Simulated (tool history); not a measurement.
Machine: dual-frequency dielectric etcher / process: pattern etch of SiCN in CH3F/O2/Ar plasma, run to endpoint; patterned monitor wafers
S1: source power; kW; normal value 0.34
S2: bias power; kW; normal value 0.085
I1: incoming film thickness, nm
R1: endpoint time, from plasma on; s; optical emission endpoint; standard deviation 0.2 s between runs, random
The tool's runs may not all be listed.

| run | hour | S1 | S2 | I1 | R1 |
|---|---|---|---|---|---|
| 1 | 0 | 0.34 | 0.085 | 9.81 | 25.6 |
| 2 | 58.5 | 0.34 | 0.085 | 9.75 | 25.3 |
| 3 | 105 | 0.34 | 0.085 | 9.88 | 25.7 |
| 4 | 145.8 | 0.39 | 0.085 | 9.8 | 24.5 |
| 5 | 179.1 | 0.39 | 0.085 | 9.87 | 24.9 |
| 6 | 231.2 | 0.39 | 0.085 | 9.75 | 24.5 |
|  | 259.7 | wet clean of the chamber |
| 7 | 272 | 0.34 | 0.085 | 9.75 | 26.6 |
|  | 316.7 | source power generator calibrated |
|  | 320.6 | upper electrode replaced |
| 8 | 321.1 | 0.34 | 0.085 | 9.79 | 26.7 |
|  | 351.8 | wet clean of the chamber, repeated, since the last time left the tool worse |
| 9 | 372.5 | 0.3 | 0.078 | 9.8 | 26.9 |
| 10 | 408.4 | 0.39 | 0.085 | 9.84 | 24.2 |
| 11 | 442.4 | 0.4 | 0.079 | 9.85 | 24.9 |
|  | 447.3 | bias power generator calibrated |
| 12 | 466.8 | 0.39 | 0.091 | 9.74 | 23.2 |
| 13 | 534.4 | 0.29 | 0.078 | 9.81 | 27.5 |
| 14 | 599.9 | 0.28 | 0.071 | 9.76 | 29.2 |
| 15 | 642.2 | 0.31 | 0.076 | 9.8 | 26.9 |
| 16 | 693.9 | 0.28 | 0.102 | 9.65 | 24 |
| 17 | 725.3 | 0.34 | 0.085 | 9.77 | 25.2 |

Below are 5 alternative next runs, each starting from the tool's condition after run 17. Predict each:
| A | 725.7 | 0.34 | 0.085 | 9.86 | ? |
| B | 725.7 | 0.39 | 0.073 | 9.86 | ? |
| C | 725.7 | 0.39 | 0.069 | 9.86 | ? |
| D | 725.7 | 0.4 | 0.099 | 9.86 | ? |
| E | 725.7 | 0.32 | 0.068 | 9.86 | ? |

| run | R1 |
|---|---|
| A | 25.4 |
| B | 26 |
| C | 26.6 |
| D | 22.7 |
| E | 28.3 |
Without the tool's hidden state the same runs would have given:
| run | R1 |
|---|---|
| A | 24.7 |
| B | 25.3 |
| C | 25.9 |
| D | 22.1 |
| E | 27.6 |
